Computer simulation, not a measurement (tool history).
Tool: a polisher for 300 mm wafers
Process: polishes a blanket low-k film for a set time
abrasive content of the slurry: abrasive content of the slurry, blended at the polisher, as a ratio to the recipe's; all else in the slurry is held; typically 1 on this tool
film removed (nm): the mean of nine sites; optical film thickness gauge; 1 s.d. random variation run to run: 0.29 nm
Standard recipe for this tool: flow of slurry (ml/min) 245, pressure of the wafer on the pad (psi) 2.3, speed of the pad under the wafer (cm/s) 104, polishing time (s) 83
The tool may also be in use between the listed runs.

run	day	flow of slurry (ml/min)	pressure of the wafer on the pad (psi)	speed of the pad under the wafer (cm/s)	abrasive content of the slurry	polishing time (s)	incoming thickness of the incoming film, nm	film removed (nm)
1	0	245	2.3	128	1	83	697.2	42.7
# day 0.121: worn pad replaced by a new one
# day 1.788: slurry blender recalibrated
2	2.788	245	2.3	104	1	83	694.6	39.6
3	4.992	245	2.3	104	1	83	689.5	39.5
# day 6.412: worn pad replaced by a new one
4	7.533	245	2.3	104	1	83	696.4	40
5	8.858	245	2.3	104	1	83	685.2	39.6
6	11.217	245	2.3	104	1	83	703.4	39.1
# day 11.579: slurry blender recalibrated
# day 12.567: worn pad replaced by a new one
7	12.892	245	2.3	104	1	83	702.8	40.6
# day 13.812: conditioning disc replaced and pad reconditioned
# day 16.358: head pressure recalibrated
# day 16.725: slurry nozzle cleaned
8	17.246	245	2.3	104	1	83	696	38.9
# day 19.233: worn pad replaced by a new one
9	20.142	245	2.3	104	1.15	83	688.7	42.6
# day 21.05: slurry blender recalibrated
10	21.762	245	2	104	1	83	696.9	34.8
11	24.017	245	2.6	104	1.2	83	695.8	47.7
# day 26.425: worn pad replaced by a new one
12	27.004	160	1.9	104	1	83	699.5	31.2
13	28.858	205	2.3	104	0.85	102	702.9	44.7
# day 29.383: conditioning disc replaced and pad reconditioned
14	31.058	285	2.7	116	1	102	699.3	60.9
# day 31.646: slurry blender recalibrated
# day 32.746: worn pad replaced by a new one
15	33.392	245	3.1	132	0.85	83	704.6	57.5

What if the next run were any one of these 3? Each begins from the tool's condition after run 15:
A	33.408	245	2.3	104	1	83	714	?
B	33.408	245	3	104	1	83	714	?
C	33.408	245	3	124	1	92	714	?

run	film removed (nm)
A	40.1
B	52.3
C	63.8
Take away the tool's hidden state, keep each run's random variation, and the runs would have read:
run	film removed (nm)
A	40.2
B	52.4
C	63.9
